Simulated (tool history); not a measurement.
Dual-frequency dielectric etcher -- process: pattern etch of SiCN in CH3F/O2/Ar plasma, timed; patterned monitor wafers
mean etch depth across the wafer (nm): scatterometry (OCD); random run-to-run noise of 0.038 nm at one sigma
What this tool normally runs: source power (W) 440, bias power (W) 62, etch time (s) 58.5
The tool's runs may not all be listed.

run   hour  source power (W)  bias power (W)  etch time (s)  wafers since the last listed run  hours since the last wet clean  hours since the last source power generator calibration  hours since the last bias power generator calibration  hours since the last upper electrode change  hours since the gauge calibration  read-back reference wafer on the same gauge, depth_nm  mean etch depth across the wafer (nm)
  1      0               400              62           58.5                                 0                           438.9                                                   2167.7                                                 2974.4                                       3465.4                              292.5                                                  23.92                                  24.86
      10.8  -- wet clean of the chamber
  2   55.5               400              62           58.5                               321                            44.7                                                   2223.2                                                 3029.9                                       3520.9                                348                                                   23.9                                  24.46
  3  112.8               440              62           58.5                               411                             102                                                   2280.5                                                 3087.2                                       3578.2                              405.3                                                  23.89                                  25.52
  4  150.5               440              62             67                               270                           139.7                                                   2318.2                                                 3124.9                                       3615.9                                443                                                  23.91                                  29.16
  5  213.1               440              62             67                               449                           202.3                                                   2380.8                                                 3187.5                                       3678.5                              505.6                                                  23.89                                  29.28
  6  293.3               440              62             67                               575                           282.5                                                     2461                                                 3267.7                                       3758.7                              585.8                                                   23.9                                   29.3
  7  350.3               440              62           58.5                               409                           339.5                                                     2518                                                 3324.7                                       3815.7                              642.8                                                  23.91                                  25.71
     434.9  -- upper electrode replaced
     456.5  -- gauge calibrated
     465.3  -- wet clean of the chamber
  8  465.8               440              62           58.5                               484                             0.5                                                   2633.5                                                 3440.2                                         30.9                                9.3                                                   23.9                                  25.38
  9  499.2               440              62           58.5                               239                            33.9                                                   2666.9                                                 3473.6                                         64.3                               42.7                                                  23.89                                  25.45
 10  540.4               440              62           58.5                               295                            75.1                                                   2708.1                                                 3514.8                                        105.5                               83.9                                                   23.9                                  25.45
     545.1  -- source power generator calibrated
 11  576.1               540              62           58.5                               227                           110.8                                                       31                                                 3550.5                                        141.2                              119.6                                                   23.9                                  27.06
     610.5  -- bias power generator calibrated
 12  621.8               530              74           50.5                               299                           156.5                                                     76.7                                                   11.3                                        186.9                              165.3                                                  23.89                                  24.78
 13  646.6               380              77           58.5                               178                           181.3                                                    101.5                                                   36.1                                        211.7                              190.1                                                  23.91                                  25.66
 14  682.6               500              62             48                               258                           217.3                                                    137.5                                                   72.1                                        247.7                              226.1                                                   23.9                                  21.59
 15  732.9               440              62           58.5                               361                           267.6                                                    187.8                                                  122.4                                          298                              276.4                                                  23.91                                  25.16
 16  772.9               440              62             63                               287                           307.6                                                    227.8                                                  162.4                                          338                              316.4                                                  23.92                                  27.07
 17  815.3               550              47             70                               304                             350                                                    270.2                                                  204.8                                        380.4                              358.8                                                  23.91                                  29.85
 18  839.6               380              62             69                               174                           374.3                                                    294.5                                                  229.1                                        404.7                              383.1                                                   23.9                                  28.06

Predict each of these 4 candidate next runs independently; none follows another, all start after run 18:
  A   840               440              62           58.5                                 2                           374.7                                                    294.9                                                  229.5                                        405.1                              383.5                                                      ?                                      ?
  B   840               490              76             49                                 2                           374.7                                                    294.9                                                  229.5                                        405.1                              383.5                                                      ?                                      ?
  C   840               440              48           71.5                                 2                           374.7                                                    294.9                                                  229.5                                        405.1                              383.5                                                      ?                                      ?
  D   840               440              62           73.5                                 2                           374.7                                                    294.9                                                  229.5                                        405.1                              383.5                                                      ?                                      ?

run  read-back reference wafer on the same gauge, depth_nm  mean etch depth across the wafer (nm)
  A                                                   23.9                                  25.19
  B                                                   23.9                                  23.75
  C                                                   23.9                                  28.06
  D                                                   23.9                                  31.64
The same runs, with their run-to-run variation unchanged, on a tool lacking any hidden condition would have given:
run  mean etch depth across the wafer (nm)
  A                                  24.97
  B                                  23.55
  C                                  27.83
  D                                  31.38
